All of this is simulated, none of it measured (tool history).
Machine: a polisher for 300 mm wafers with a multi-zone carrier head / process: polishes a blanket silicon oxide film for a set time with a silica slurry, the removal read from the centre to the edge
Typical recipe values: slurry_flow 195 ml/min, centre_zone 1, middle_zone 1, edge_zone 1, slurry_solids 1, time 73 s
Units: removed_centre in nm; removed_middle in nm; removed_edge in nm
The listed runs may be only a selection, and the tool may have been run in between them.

run	hour	slurry_flow	centre_zone	middle_zone	edge_zone	slurry_solids	time	wafers since the last listed run	wafers polished on this pad	hours since the slurry nozzle was cleaned	hours since the centre zone pressure was calibrated	hours since the edge zone pressure was calibrated	hours since the carrier head's membrane was replaced	incoming thickness of the incoming film, nm	removed_centre	removed_middle	removed_edge
1	0	195	1	1	1	1	73	0	716	662	566.7	211.9	1512.6	1346.5	293.8	290.7	295.4
# hour 22.6: worn pad replaced by a new one
2	53.8	195	1	1	1	1	73	323	202	715.8	620.5	265.7	1566.4	1335.1	310.6	304.8	310.9
3	65.4	195	1	1	0.95	1	73	75	277	727.4	632.1	277.3	1578	1331.1	307.2	302.5	303.7
4	80	195	1	1	0.95	1	73	94	372	742	646.7	291.9	1592.6	1323.7	300.4	300.6	301
5	115.5	195	1	1	0.95	1	73	230	602	777.5	682.2	327.4	1628.1	1334.8	290	293	295.8
# hour 125.5: edge zone pressure recalibrated
6	128.3	195	1	1	1	1	73	70	672	790.3	695	2.8	1640.9	1329.9	294.3	287.2	303
7	135.5	195	1	1	1	1	73	46	719	797.5	702.2	10	1648.1	1336	296.6	291.8	293.2
# hour 149: worn pad replaced by a new one
# hour 149.7: carrier head's membrane replaced by a new one, of another model than before
8	150.2	195	1	1	1	1	73	64	3	812.2	716.9	24.7	0.5	1320.8	325.7	317	329.9
9	154.5	195	1	1	1	1	73	27	30	816.5	721.2	29	4.8	1319	327.1	323.2	317.4
10	162.1	195	1	1	1	1	82	49	80	824.1	728.8	36.6	12.4	1320.4	350.3	343.8	356.8
11	179.6	195	1	1	1	1	73	113	193	841.6	746.3	54.1	29.9	1333.7	306.4	303.4	302.9
# hour 189.8: centre zone pressure recalibrated
12	197.2	195	1	1	1	1	73	101	294	859.2	7.4	71.7	47.5	1326.4	296.6	290.4	301
# hour 201.6: slurry nozzle cleaned
13	211.7	195	1.03	1	1.07	0.85	73	87	382	10.1	21.9	86.2	62	1325.5	273	255.5	277.3
14	220	195	1	0.93	1	0.8	95	53	436	18.4	30.2	94.5	70.3	1332.4	327.2	323.5	335.4
15	271.6	130	1	1	1	1	91	334	770	70	81.8	146.1	121.9	1319.4	329.1	321.9	340.1
16	281.7	195	1	1.08	1	1	73	65	836	80.1	91.9	156.2	132	1341.5	286.3	293.9	286.9
# hour 291.7: worn pad replaced by a new one
17	299.3	195	0.91	1	1	1	73	88	49	97.7	109.5	173.8	149.6	1333.6	308.9	326.9	328.8
18	306.4	195	1	0.96	1	1.15	73	46	95	104.8	116.6	180.9	156.7	1322.3	339.4	330.2	353.2

How would selected steps in removed_centre from run to run divide? Give the signed amount a tool lacking its hidden state would still show from settings, what came in and random variation, and the signed amount left for the hidden state, including any gauge scatter that is not in both of the compared results.
The hidden state here: removal rate lost through wear of the pad, %; slurry flow missing at the pad, %; deviation of the centre zone's pressure from its setpoint, %; deviation of the edge zone's pressure from its setpoint, %.
Run 13 -> 14: centre_zone 1.03 -> 1, middle_zone 1 -> 0.93, edge_zone 1.07 -> 1, slurry_solids 0.85 -> 0.8, time 73 -> 95. removed_centre +54.2 nm: hidden state -10.6, all else +64.8.
Run 16 -> 17: centre_zone 1 -> 0.91, middle_zone 1.08 -> 1, worn pad replaced by a new one. removed_centre +22.6 nm: hidden state +43.6, all else -21.
